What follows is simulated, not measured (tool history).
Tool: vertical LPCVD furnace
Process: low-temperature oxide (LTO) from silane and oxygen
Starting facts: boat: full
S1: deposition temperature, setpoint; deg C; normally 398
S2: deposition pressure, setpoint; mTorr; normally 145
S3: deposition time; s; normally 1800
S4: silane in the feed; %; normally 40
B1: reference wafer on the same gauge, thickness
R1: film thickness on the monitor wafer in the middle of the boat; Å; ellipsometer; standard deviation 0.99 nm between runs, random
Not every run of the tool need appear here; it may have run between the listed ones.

Run 1, day 0: usual settings but S4 45 %; B1 193.34. Result: R1 2117.1 Å.
Run 2, day 3.238: usual settings; B1 192.56. Result: R1 1852.9 Å.
Run 3, day 4.888: usual settings but S4 37 %; B1 192.73. Result: R1 1675.6 Å.
Run 4, day 7.788: usual settings but S4 37 %; B1 193.06. Result: R1 1674.4 Å.
Run 5, day 14.279: usual settings but S4 37 %; B1 193.55. Result: R1 1689.8 Å.
Run 6, day 17.517: usual settings but S2 150 mTorr; B1 192.68. Result: R1 1884.3 Å.
Run 7, day 23.092: usual settings but S2 150 mTorr; B1 192.73. Result: R1 1905.7 Å.
Run 8, day 26.888: usual settings; B1 193.15. Result: R1 1853.3 Å.
Run 9, day 28.712: usual settings; B1 193.31. Result: R1 1847.1 Å.
Run 10, day 31.371: usual settings; B1 192.82. Result: R1 1867.3 Å.
Run 11, day 33.821: usual settings; B1 192.88. Result: R1 1827.4 Å.
Run 12, day 37.446: usual settings; B1 192.73. Result: R1 1828.7 Å.
Run 13, day 41.354: usual settings but S2 165 mTorr, S4 43 %; B1 193.42. Result: R1 2282.7 Å.
Run 14, day 52.35: usual settings but S2 120 mTorr, S3 2430 s, S4 46 %; B1 192.91. Result: R1 2400 Å.
Run 15, day 55.371: usual settings but S1 405 deg C, S2 170 mTorr, S3 1110 s, S4 43 %; B1 193.23. Result: R1 1559.2 Å.
Run 16, day 58.458: usual settings but S2 170 mTorr; B1 193.12. Result: R1 2151.7 Å.
Run 17, day 62.321: usual settings but S2 150 mTorr; B1 192.99. Result: R1 1919.4 Å.
Run 18, day 64.058: usual settings but S4 38 %; B1 192.63. Result: R1 1718.8 Å.
Run 19, day 67.6: usual settings; B1 192.63. Result: R1 1860.8 Å.
Run 20, day 71.425: usual settings but S1 388 deg C, S2 175 mTorr, S4 47 %; B1 193. Result: R1 2382.9 Å.
Run 21, day 73.567: usual settings; B1 192.36. Result: R1 1834.9 Å.
Run 22, day 75.721: usual settings but S1 402 deg C, S4 36 %; B1 192.89. Result: R1 1695.9 Å.
Run 23, day 78.358: usual settings but S1 394 deg C, S3 1470 s; B1 192.96. Result: R1 1430.1 Å.
Run 24, day 81.562: usual settings; B1 193.06. Result: R1 1836.4 Å.
Run 25, day 83.592: usual settings but S2 170 mTorr, S3 1230 s, S4 34 %; B1 192.96. Result: R1 1201.5 Å.
Run 26, day 86.988: usual settings but S1 394 deg C, S2 115 mTorr, S3 2490 s, S4 45 %; B1 192.9. Result: R1 2196.2 Å.
Run 27, day 89.733: usual settings but S1 393 deg C, S2 160 mTorr, S4 34 %; B1 193.09. Result: R1 1542.8 Å.
Run 28, day 93.012: usual settings but S1 403 deg C, S4 38 %; B1 193.05. Result: R1 1816.9 Å.
Run 29, day 94.875: usual settings but S2 135 mTorr; B1 192.72. Result: R1 1695.7 Å.
Run 30, day 98.788: usual settings; B1 193.39. Result: R1 1857.9 Å.

Not shown here: 4 entries made in the log between runs. Locate each between two listed runs and compare the hidden state at the listed run before it with the hidden state at the listed run after it:
After run 7, before run 8: gauge calibrated (day 25.862)
  nothing in the hidden state changes from one run to the other
After run 14, before run 15: silane flow controller replaced (day 54.942); thermocouples replaced and temperature profile calibrated (day 55.35)
  nothing in the hidden state changes from one run to the other
After run 18, before run 19: pressure gauge zeroed (day 66.267)
  nothing in the hidden state changes from one run to the other
